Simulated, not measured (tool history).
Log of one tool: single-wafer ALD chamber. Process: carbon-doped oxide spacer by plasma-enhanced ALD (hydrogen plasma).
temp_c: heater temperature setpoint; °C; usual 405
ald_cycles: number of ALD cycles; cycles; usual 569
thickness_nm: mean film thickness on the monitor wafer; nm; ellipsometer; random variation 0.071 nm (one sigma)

| run | hour | temp_c | ald_cycles | wafers since the last listed run | hours since the last thermocouple change | hours since the gauge calibration | read-back reference wafer on the same gauge, thickness_nm | thickness_nm |
|---|---|---|---|---|---|---|---|---|
| 1 | 0.0 | 405 | 569 | 0 | 2167.0 | 781.6 | 25.527 | 25.477 |
| 2 | 20.1 | 411 | 569 | 15 | 2187.1 | 801.7 | 25.486 | 24.792 |
| 3 | 52.8 | 411 | 569 | 24 | 2219.8 | 834.4 | 25.498 | 24.868 |
| 4 | 69.5 | 411 | 569 | 12 | 2236.5 | 851.1 | 25.508 | 24.982 |
| 5 | 94.4 | 405 | 569 | 18 | 2261.4 | 876.0 | 25.524 | 25.496 |
| 6 | 107.8 | 405 | 569 | 10 | 2274.8 | 889.4 | 25.471 | 25.400 |
| 7 | 130.0 | 405 | 569 | 16 | 2297.0 | 911.6 | 25.498 | 25.444 |
| 8 | 149.6 | 405 | 569 | 14 | 2316.6 | 931.2 | 25.514 | 25.434 |
| 9 | 200.6 | 405 | 569 | 38 | 2367.6 | 982.2 | 25.494 | 25.387 |
| 10 | 213.7 | 405 | 569 | 9 | 2380.7 | 995.3 | 25.486 | 25.472 |
| 11 | 278.2 | 405 | 569 | 48 | 2445.2 | 1059.8 | 25.511 | 25.416 |
| 12 | 311.9 | 405 | 569 | 25 | 2478.9 | 1093.5 | 25.505 | 25.546 |
| 13 | 369.2 | 417 | 569 | 43 | 2536.2 | 1150.8 | 25.517 | 24.478 |
| 14 | 386.4 | 417 | 569 | 13 | 2553.4 | 1168.0 | 25.492 | 24.435 |
| 15 | 432.8 | 405 | 569 | 35 | 2599.8 | 1214.4 | 25.477 | 25.422 |
| 16 | 448.2 | 405 | 569 | 11 | 2615.2 | 1229.8 | 25.518 | 25.559 |
| 17 | 474.0 | 412 | 569 | 19 | 2641.0 | 1255.6 | 25.485 | 24.899 |
| 18 | 509.7 | 412 | 569 | 27 | 2676.7 | 1291.3 | 25.500 | 24.810 |
| 19 | 545.1 | 412 | 569 | 26 | 2712.1 | 1326.7 | 25.479 | 24.840 |
| 20 | 564.8 | 405 | 569 | 14 | 2731.8 | 1346.4 | 25.523 | 25.483 |
| 21 | 577.2 | 405 | 569 | 9 | 2744.2 | 1358.8 | 25.550 | 25.381 |
| 22 | 595.6 | 405 | 569 | 13 | 2762.6 | 1377.2 | 25.499 | 25.370 |
| 23 | 613.2 | 405 | 529 | 13 | 2780.2 | 1394.8 | 25.523 | 23.505 |
| 24 | 648.5 | 419 | 502 | 26 | 2815.5 | 1430.1 | 25.479 | 21.406 |
| 25 | 662.2 | 405 | 569 | 10 | 2829.2 | 1443.8 | 25.497 | 25.364 |
| 26 | 694.6 | 418 | 625 | 24 | 2861.6 | 1476.2 | 25.491 | 26.788 |
| 27 | 724.4 | 391 | 668 | 22 | 2891.4 | 1506.0 | 25.547 | 30.358 |
| 28 | 741.3 | 405 | 569 | 12 | 2908.3 | 1522.9 | 25.486 | 25.340 |
| 29 | 769.2 | 391 | 671 | 21 | 2936.2 | 1550.8 | 25.498 | 30.296 |
|  | 798.2 | thermocouple changed; heater temperature recalibrated |
| 30 | 803.4 | 399 | 569 | 19 | 5.2 | 1585.0 | 25.512 | 25.875 |
| 31 | 819.2 | 414 | 525 | 11 | 21.0 | 1600.8 | 25.516 | 22.790 |
| 32 | 831.5 | 405 | 569 | 9 | 33.3 | 1613.1 | 25.509 | 25.438 |
|  | 840.9 | gauge calibrated |
| 33 | 866.9 | 410 | 665 | 26 | 68.7 | 26.0 | 25.500 | 29.283 |
| 34 | 894.6 | 393 | 569 | 21 | 96.4 | 53.7 | 25.469 | 25.817 |
| 35 | 914.5 | 405 | 569 | 15 | 116.3 | 73.6 | 25.480 | 25.418 |
| 36 | 930.2 | 405 | 674 | 11 | 132.0 | 89.3 | 25.512 | 30.199 |
| 37 | 947.2 | 417 | 674 | 12 | 149.0 | 106.3 | 25.500 | 28.909 |
| 38 | 960.4 | 405 | 515 | 10 | 162.2 | 119.5 | 25.494 | 23.106 |
| 39 | 985.6 | 419 | 634 | 19 | 187.4 | 144.7 | 25.495 | 27.171 |
| 40 | 1017.2 | 412 | 681 | 23 | 219.0 | 176.3 | 25.478 | 29.818 |
| 41 | 1050.9 | 401 | 569 | 25 | 252.7 | 210.0 | 25.497 | 25.803 |
| 42 | 1068.8 | 419 | 537 | 13 | 270.6 | 227.9 | 25.524 | 22.987 |

The next listed run, before its measurement:
| 43 | 1102.0 | 414 | 569 | 25 | 303.8 | 261.1 | ? | ? |

read-back reference wafer on the same gauge, thickness_nm: 25.473
thickness_nm: 24.682 nm
Without the tool's hidden state the same run would have given thickness_nm 24.682 nm.

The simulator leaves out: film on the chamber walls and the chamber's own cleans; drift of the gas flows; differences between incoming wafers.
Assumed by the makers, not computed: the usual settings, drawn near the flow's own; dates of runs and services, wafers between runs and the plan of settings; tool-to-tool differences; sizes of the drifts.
